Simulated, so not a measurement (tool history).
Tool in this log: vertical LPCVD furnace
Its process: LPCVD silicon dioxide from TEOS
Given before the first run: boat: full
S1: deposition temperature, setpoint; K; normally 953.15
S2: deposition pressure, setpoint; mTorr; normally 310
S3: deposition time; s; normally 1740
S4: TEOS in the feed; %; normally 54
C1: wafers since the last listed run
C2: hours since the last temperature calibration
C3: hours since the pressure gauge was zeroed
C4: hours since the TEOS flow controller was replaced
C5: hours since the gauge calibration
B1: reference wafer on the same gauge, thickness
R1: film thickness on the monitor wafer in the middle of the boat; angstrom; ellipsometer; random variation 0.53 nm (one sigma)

{"run": 1, "hour": 0.0, "S1": 953.15, "S2": 310, "S3": 1740, "S4": 54, "C1": 0, "C2": 1447.9, "C3": 1202.8, "C4": 2791.1, "C5": 28.1, "B1": 141.96, "R1": 1339.6}
{"run": 2, "hour": 25.9, "S1": 953.15, "S2": 310, "S3": 1740, "S4": 54, "C1": 299, "C2": 1473.8, "C3": 1228.7, "C4": 2817, "C5": 54, "B1": 142.12, "R1": 1347.5}
{"run": 3, "hour": 54.0, "S1": 944.15, "S2": 310, "S3": 1740, "S4": 54, "C1": 325, "C2": 1501.9, "C3": 1256.8, "C4": 2845.1, "C5": 82.1, "B1": 141.74, "R1": 1073.2}
{"run": 4, "hour": 84.8, "S1": 944.15, "S2": 310, "S3": 1740, "S4": 54, "C1": 356, "C2": 1532.7, "C3": 1287.6, "C4": 2875.9, "C5": 112.9, "B1": 141.83, "R1": 1088.6}
{"run": 5, "hour": 103.4, "S1": 953.15, "S2": 310, "S3": 1740, "S4": 54, "C1": 215, "C2": 1551.3, "C3": 1306.2, "C4": 2894.5, "C5": 131.5, "B1": 141.75, "R1": 1351.9}
{"run": 6, "hour": 129.3, "S1": 953.15, "S2": 310, "S3": 1740, "S4": 54, "C1": 299, "C2": 1577.2, "C3": 1332.1, "C4": 2920.4, "C5": 157.4, "B1": 142.06, "R1": 1344.5}
{"run": 7, "hour": 160.0, "S1": 953.15, "S2": 310, "S3": 1740, "S4": 54, "C1": 355, "C2": 1607.9, "C3": 1362.8, "C4": 2951.1, "C5": 188.1, "B1": 142.02, "R1": 1350.6}
{"hour": 188.6, "done": "TEOS flow controller replaced"}
{"run": 8, "hour": 189.1, "S1": 953.15, "S2": 310, "S3": 1740, "S4": 54, "C1": 59, "C2": 1637, "C3": 1391.9, "C4": 0.5, "C5": 217.2, "B1": 142.06, "R1": 1355.6}
{"run": 9, "hour": 203.3, "S1": 953.15, "S2": 310, "S3": 1740, "S4": 54, "C1": 164, "C2": 1651.2, "C3": 1406.1, "C4": 14.7, "C5": 231.4, "B1": 142.06, "R1": 1351.3}
{"run": 10, "hour": 221.8, "S1": 945.15, "S2": 355, "S3": 1740, "S4": 54, "C1": 214, "C2": 1669.7, "C3": 1424.6, "C4": 33.2, "C5": 249.9, "B1": 141.86, "R1": 1186.4}
{"run": 11, "hour": 256.8, "S1": 953.15, "S2": 310, "S3": 1740, "S4": 54, "C1": 405, "C2": 1704.7, "C3": 1459.6, "C4": 68.2, "C5": 284.9, "B1": 142.07, "R1": 1357}
{"run": 12, "hour": 273.2, "S1": 945.15, "S2": 355, "S3": 1740, "S4": 54, "C1": 189, "C2": 1721.1, "C3": 1476, "C4": 84.6, "C5": 301.3, "B1": 141.99, "R1": 1194.8}
{"hour": 318.4, "done": "pressure gauge zeroed"}
{"hour": 347.4, "done": "thermocouples replaced and temperature profile calibrated"}
{"run": 13, "hour": 347.9, "S1": 953.15, "S2": 310, "S3": 1200, "S4": 44, "C1": 309, "C2": 0.5, "C3": 29.5, "C4": 159.3, "C5": 376, "B1": 141.9, "R1": 871.9}
{"hour": 352.9, "done": "gauge calibrated"}
{"run": 14, "hour": 370.2, "S1": 953.15, "S2": 385, "S3": 2340, "S4": 59, "C1": 258, "C2": 22.8, "C3": 51.8, "C4": 181.6, "C5": 17.3, "B1": 141.91, "R1": 2211.2}
{"run": 15, "hour": 400.3, "S1": 959.15, "S2": 375, "S3": 2160, "S4": 59, "C1": 348, "C2": 52.9, "C3": 81.9, "C4": 211.7, "C5": 47.4, "B1": 141.94, "R1": 2308.7}
{"hour": 451.8, "done": "thermocouples replaced and temperature profile calibrated, repeated, since the last time left the tool worse"}
{"run": 16, "hour": 452.3, "S1": 960.15, "S2": 270, "S3": 1740, "S4": 48, "C1": 324, "C2": 0.5, "C3": 133.9, "C4": 263.7, "C5": 99.4, "B1": 141.96, "R1": 1327.5}
{"run": 17, "hour": 456.6, "S1": 959.15, "S2": 385, "S3": 1740, "S4": 45, "C1": 49, "C2": 4.8, "C3": 138.2, "C4": 268, "C5": 103.7, "B1": 142.15, "R1": 1492.5}
{"run": 18, "hour": 471.5, "S1": 953.15, "S2": 310, "S3": 1740, "S4": 57, "C1": 172, "C2": 19.7, "C3": 153.1, "C4": 282.9, "C5": 118.6, "B1": 142.07, "R1": 1305.5}
{"run": 19, "hour": 496.6, "S1": 962.15, "S2": 310, "S3": 1740, "S4": 54, "C1": 290, "C2": 44.8, "C3": 178.2, "C4": 308, "C5": 143.7, "B1": 141.78, "R1": 1595.9}
{"run": 20, "hour": 521.8, "S1": 953.15, "S2": 355, "S3": 1530, "S4": 54, "C1": 291, "C2": 70, "C3": 203.4, "C4": 333.2, "C5": 168.9, "B1": 142.13, "R1": 1207.9}
{"run": 21, "hour": 557.6, "S1": 953.15, "S2": 310, "S3": 1740, "S4": 54, "C1": 414, "C2": 105.8, "C3": 239.2, "C4": 369, "C5": 204.7, "B1": 142.08, "R1": 1276.4}

Subtracting, for every run, the result it would have given without the tool's unlogged condition from the measured result gives the following. The same run-to-run variation enters both numbers; the gauge's scatter may not:
What the log doesn't record here: true tube temperature minus thermocouple reading, K; true pressure minus gauge reading, mTorr; deviation of the TEOS flow from its setpoint, %; gauge reads high (%).
run=1 R1=+67.8
run=2 R1=+69.3
run=3 R1=+57.1
run=4 R1=+59.1
run=5 R1=+72.7
run=6 R1=+73.4
run=7 R1=+75.2
run=8 R1=+76.7
run=9 R1=+77
run=10 R1=+69.4
run=11 R1=+79.6
run=12 R1=+71.9
run=13 R1=+83.9
run=14 R1=+214.2
run=15 R1=+223
run=16 R1=+0.6
run=17 R1=+1
run=18 R1=+1.4
run=19 R1=+3.1
run=20 R1=+3.4
run=21 R1=+5.1
